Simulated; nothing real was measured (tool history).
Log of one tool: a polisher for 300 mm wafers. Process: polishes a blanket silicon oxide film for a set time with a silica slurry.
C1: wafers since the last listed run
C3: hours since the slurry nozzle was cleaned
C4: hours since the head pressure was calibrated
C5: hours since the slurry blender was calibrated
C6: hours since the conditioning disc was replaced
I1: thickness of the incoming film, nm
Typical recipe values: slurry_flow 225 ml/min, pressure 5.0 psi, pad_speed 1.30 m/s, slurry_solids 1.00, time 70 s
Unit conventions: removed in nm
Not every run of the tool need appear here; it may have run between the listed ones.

{"run": 1, "day": 0.0, "slurry_flow": 225, "pressure": 6.0, "pad_speed": 1.3, "slurry_solids": 1.0, "time": 70, "C1": 0, "wafers polished on this pad": 847, "C3": 18.2, "C4": 224.0, "C5": 450.1, "C6": 417.0, "I1": 879.5, "removed": 375.7}
{"run": 2, "day": 1.617, "slurry_flow": 225, "pressure": 5.0, "pad_speed": 1.3, "slurry_solids": 1.0, "time": 70, "C1": 211, "wafers polished on this pad": 1058, "C3": 57.0, "C4": 262.8, "C5": 488.9, "C6": 455.8, "I1": 879.8, "removed": 309.1}
{"day": 3.438, "done": "slurry blender recalibrated"}
{"run": 3, "day": 4.808, "slurry_flow": 225, "pressure": 5.0, "pad_speed": 1.3, "slurry_solids": 1.0, "time": 70, "C1": 406, "wafers polished on this pad": 1464, "C3": 133.6, "C4": 339.4, "C5": 32.9, "C6": 532.4, "I1": 870.4, "removed": 310.1}
{"day": 4.929, "done": "conditioning disc replaced and pad reconditioned"}
{"run": 4, "day": 6.642, "slurry_flow": 225, "pressure": 5.0, "pad_speed": 1.3, "slurry_solids": 1.0, "time": 70, "C1": 228, "wafers polished on this pad": 1693, "C3": 177.6, "C4": 383.4, "C5": 76.9, "C6": 41.1, "I1": 873.6, "removed": 307.6}
{"run": 5, "day": 8.879, "slurry_flow": 225, "pressure": 5.0, "pad_speed": 1.3, "slurry_solids": 1.0, "time": 70, "C1": 292, "wafers polished on this pad": 1985, "C3": 231.3, "C4": 437.1, "C5": 130.6, "C6": 94.8, "I1": 882.6, "removed": 305.7}
{"run": 6, "day": 11.512, "slurry_flow": 250, "pressure": 5.0, "pad_speed": 1.3, "slurry_solids": 1.0, "time": 70, "C1": 344, "wafers polished on this pad": 2329, "C3": 294.5, "C4": 500.3, "C5": 193.8, "C6": 158.0, "I1": 871.8, "removed": 306.8}
{"day": 13.196, "done": "worn pad replaced by a new one"}
{"run": 7, "day": 14.288, "slurry_flow": 225, "pressure": 5.0, "pad_speed": 1.1, "slurry_solids": 1.0, "time": 70, "C1": 340, "wafers polished on this pad": 142, "C3": 361.1, "C4": 566.9, "C5": 260.4, "C6": 224.6, "I1": 870.4, "removed": 280.4}
{"run": 8, "day": 16.358, "slurry_flow": 225, "pressure": 5.0, "pad_speed": 1.1, "slurry_solids": 1.0, "time": 70, "C1": 270, "wafers polished on this pad": 413, "C3": 410.8, "C4": 616.6, "C5": 310.1, "C6": 274.3, "I1": 860.2, "removed": 276.0}
{"day": 18.604, "done": "head pressure recalibrated"}
{"run": 9, "day": 18.642, "slurry_flow": 225, "pressure": 5.0, "pad_speed": 1.1, "slurry_solids": 1.0, "time": 70, "C1": 287, "wafers polished on this pad": 700, "C3": 465.6, "C4": 0.9, "C5": 364.9, "C6": 329.1, "I1": 870.3, "removed": 276.4}
{"day": 20.758, "done": "slurry blender recalibrated"}
{"day": 22.188, "done": "conditioning disc replaced and pad reconditioned"}
{"run": 10, "day": 22.242, "slurry_flow": 225, "pressure": 5.0, "pad_speed": 1.3, "slurry_solids": 1.0, "time": 70, "C1": 448, "wafers polished on this pad": 1149, "C3": 552.0, "C4": 87.3, "C5": 35.6, "C6": 1.3, "I1": 888.1, "removed": 312.5}
{"day": 23.6, "done": "slurry nozzle cleaned"}
{"run": 11, "day": 25.162, "slurry_flow": 225, "pressure": 5.0, "pad_speed": 1.3, "slurry_solids": 1.0, "time": 70, "C1": 376, "wafers polished on this pad": 1525, "C3": 37.5, "C4": 157.4, "C5": 105.7, "C6": 71.4, "I1": 864.1, "removed": 311.8}
{"run": 12, "day": 27.288, "slurry_flow": 280, "pressure": 5.7, "pad_speed": 1.3, "slurry_solids": 1.0, "time": 70, "C1": 277, "wafers polished on this pad": 1803, "C3": 88.5, "C4": 208.4, "C5": 156.7, "C6": 122.4, "I1": 881.6, "removed": 360.5}
{"day": 31.658, "done": "worn pad replaced by a new one"}
{"day": 39.858, "done": "head pressure recalibrated"}
{"run": 13, "day": 40.096, "slurry_flow": 225, "pressure": 5.0, "pad_speed": 1.3, "slurry_solids": 1.0, "time": 70, "C1": 1641, "wafers polished on this pad": 1091, "C3": 395.9, "C4": 5.7, "C5": 464.1, "C6": 429.8, "I1": 871.0, "removed": 315.4}
{"day": 42.017, "done": "slurry blender recalibrated"}
{"run": 14, "day": 43.375, "slurry_flow": 225, "pressure": 5.0, "pad_speed": 1.3, "slurry_solids": 0.85, "time": 70, "C1": 417, "wafers polished on this pad": 1509, "C3": 474.6, "C4": 84.4, "C5": 32.6, "C6": 508.5, "I1": 871.9, "removed": 293.7}
{"day": 43.546, "done": "conditioning disc replaced and pad reconditioned"}
{"run": 15, "day": 47.179, "slurry_flow": 295, "pressure": 5.0, "pad_speed": 1.3, "slurry_solids": 0.75, "time": 70, "C1": 486, "wafers polished on this pad": 1995, "C3": 565.9, "C4": 175.7, "C5": 123.9, "C6": 87.2, "I1": 874.0, "removed": 286.8}
{"day": 48.575, "done": "slurry nozzle cleaned"}
{"day": 50.688, "done": "worn pad replaced by a new one"}
{"run": 16, "day": 50.708, "slurry_flow": 260, "pressure": 5.5, "pad_speed": 1.52, "slurry_solids": 0.8, "time": 70, "C1": 433, "wafers polished on this pad": 2, "C3": 51.2, "C4": 260.4, "C5": 208.6, "C6": 171.9, "I1": 856.8, "removed": 374.0}
{"run": 17, "day": 54.654, "slurry_flow": 195, "pressure": 6.3, "pad_speed": 1.58, "slurry_solids": 1.0, "time": 85, "C1": 515, "wafers polished on this pad": 518, "C3": 145.9, "C4": 355.1, "C5": 303.3, "C6": 266.6, "I1": 881.9, "removed": 547.4}
{"run": 18, "day": 59.129, "slurry_flow": 260, "pressure": 5.5, "pad_speed": 1.52, "slurry_solids": 0.8, "time": 70, "C1": 584, "wafers polished on this pad": 1102, "C3": 253.3, "C4": 462.5, "C5": 410.7, "C6": 374.0, "I1": 873.1, "removed": 367.1}
{"day": 61.362, "done": "slurry blender recalibrated"}
{"run": 19, "day": 63.225, "slurry_flow": 265, "pressure": 5.0, "pad_speed": 1.3, "slurry_solids": 1.3, "time": 70, "C1": 524, "wafers polished on this pad": 1627, "C3": 351.6, "C4": 560.8, "C5": 44.7, "C6": 472.3, "I1": 871.1, "removed": 343.6}
{"run": 20, "day": 65.233, "slurry_flow": 225, "pressure": 5.0, "pad_speed": 1.3, "slurry_solids": 1.0, "time": 70, "C1": 262, "wafers polished on this pad": 1889, "C3": 399.8, "C4": 609.0, "C5": 92.9, "C6": 520.5, "I1": 882.6, "removed": 301.8}
{"day": 65.65, "done": "conditioning disc replaced and pad reconditioned"}
{"day": 67.442, "done": "worn pad replaced by a new one"}
{"day": 68.025, "done": "head pressure recalibrated"}
{"run": 21, "day": 69.571, "slurry_flow": 300, "pressure": 4.0, "pad_speed": 1.3, "slurry_solids": 1.15, "time": 93, "C1": 523, "wafers polished on this pad": 267, "C3": 503.9, "C4": 37.1, "C5": 197.0, "C6": 94.1, "I1": 888.0, "removed": 366.7}
{"day": 72.662, "done": "slurry nozzle cleaned"}
{"run": 22, "day": 80.146, "slurry_flow": 190, "pressure": 3.6, "pad_speed": 1.18, "slurry_solids": 1.0, "time": 59, "C1": 1376, "wafers polished on this pad": 1644, "C3": 179.6, "C4": 290.9, "C5": 450.8, "C6": 347.9, "I1": 882.2, "removed": 170.2}
{"day": 81.138, "done": "slurry blender recalibrated"}
{"run": 23, "day": 81.842, "slurry_flow": 225, "pressure": 5.0, "pad_speed": 1.3, "slurry_solids": 1.0, "time": 70, "C1": 210, "wafers polished on this pad": 1854, "C3": 220.3, "C4": 331.6, "C5": 16.9, "C6": 388.6, "I1": 867.8, "removed": 310.1}
{"run": 24, "day": 83.629, "slurry_flow": 225, "pressure": 5.7, "pad_speed": 1.18, "slurry_solids": 0.8, "time": 78, "C1": 233, "wafers polished on this pad": 2088, "C3": 263.2, "C4": 374.5, "C5": 59.8, "C6": 431.5, "I1": 866.0, "removed": 335.2}
{"day": 84.6, "done": "worn pad replaced by a new one"}
{"day": 84.75, "done": "conditioning disc replaced and pad reconditioned"}
{"run": 25, "day": 85.733, "slurry_flow": 225, "pressure": 5.0, "pad_speed": 1.3, "slurry_solids": 1.0, "time": 70, "C1": 242, "wafers polished on this pad": 137, "C3": 313.7, "C4": 425.0, "C5": 110.3, "C6": 23.6, "I1": 867.2, "removed": 323.2}

Give the tool's hidden conditions for every run:
slurry flow missing at the pad, %: 0 across all the runs
deviation of the head's pressure from its setpoint, %: 0 across all the runs
abrasive missing from the slurry, %: 0 across all the runs
time polished since the conditioner stopped cutting, s: 0 across all the runs
H1: removal rate lost through wear of the pad, %
run=1 H1=2.33
run=2 H1=2.79
run=3 H1=3.69
run=4 H1=4.21
run=5 H1=4.84
run=6 H1=5.59
run=7 H1=0.493
run=8 H1=1.08
run=9 H1=1.72
run=10 H1=2.74
run=11 H1=3.57
run=12 H1=4.17
run=13 H1=3.18
run=14 H1=4.11
run=15 H1=5.18
run=16 H1=1.11
run=17 H1=2.22
run=18 H1=3.49
run=19 H1=4.65
run=20 H1=5.21
run=21 H1=0.611
run=22 H1=3.6
run=23 H1=4.08
run=24 H1=4.58
run=25 H1=0.393
